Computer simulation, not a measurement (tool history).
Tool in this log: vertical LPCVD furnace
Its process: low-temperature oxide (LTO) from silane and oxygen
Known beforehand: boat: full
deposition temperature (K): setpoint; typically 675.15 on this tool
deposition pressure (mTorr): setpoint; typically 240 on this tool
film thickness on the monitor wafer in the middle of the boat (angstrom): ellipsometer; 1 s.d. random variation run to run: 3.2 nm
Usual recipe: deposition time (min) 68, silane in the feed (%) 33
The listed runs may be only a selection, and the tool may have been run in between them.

run	hour	deposition temperature (K)	deposition pressure (mTorr)	deposition time (min)	silane in the feed (%)	read-back reference wafer on the same gauge, thickness	film thickness on the monitor wafer in the middle of the boat (angstrom)
1	0	675.15	240	68	33	519.52	5710.2
2	51.8	675.15	240	68	33	520.2	5755.3
3	158.7	675.15	240	68	33	519.82	5714.7
4	259.7	675.15	240	68	33	520.3	5778.4
5	338.9	675.15	240	54.5	33	519.59	4566.6
6	415.2	675.15	240	54.5	33	519.97	4586
7	510.8	675.15	240	54.5	33	520.36	4553.8
8	564.4	675.15	275	68	33	519.93	6533.3
9	627.7	675.15	275	68	33	519.14	6572.1
10	741	675.15	240	68	33	519.66	5703.8
# hour 775.4: pressure gauge zeroed
# hour 823.7: thermocouples replaced and temperature profile calibrated
11	824.2	675.15	240	68	37	519.96	6624
# hour 923.9: silane flow controller replaced
12	924.5	675.15	240	68	37	519.57	6323
13	1019.7	675.15	190	68	33	521.78	4314.7
14	1065.4	675.15	195	68	29	519.36	3684.9
15	1103.8	675.15	280	44	33	520.3	4103.5
# hour 1108: gauge calibrated
16	1157.9	680.15	270	68	36	519.52	7315.9
17	1251.5	675.15	240	68	33	520.33	5491.5
18	1321.9	675.15	240	68	33	520.43	5504.5
19	1377.2	667.15	240	54	39	520.82	4947

The next listed run, before its measurement:
20	1681.8	675.15	240	68	33	?	?

Run 20 came out at read-back reference wafer on the same gauge, thickness 520.34, film thickness on the monitor wafer in the middle of the boat (angstrom) 5568.
If the tool had no hidden condition, the same run with the same run-to-run variation would have returned film thickness on the monitor wafer in the middle of the boat (angstrom) 5432.1.
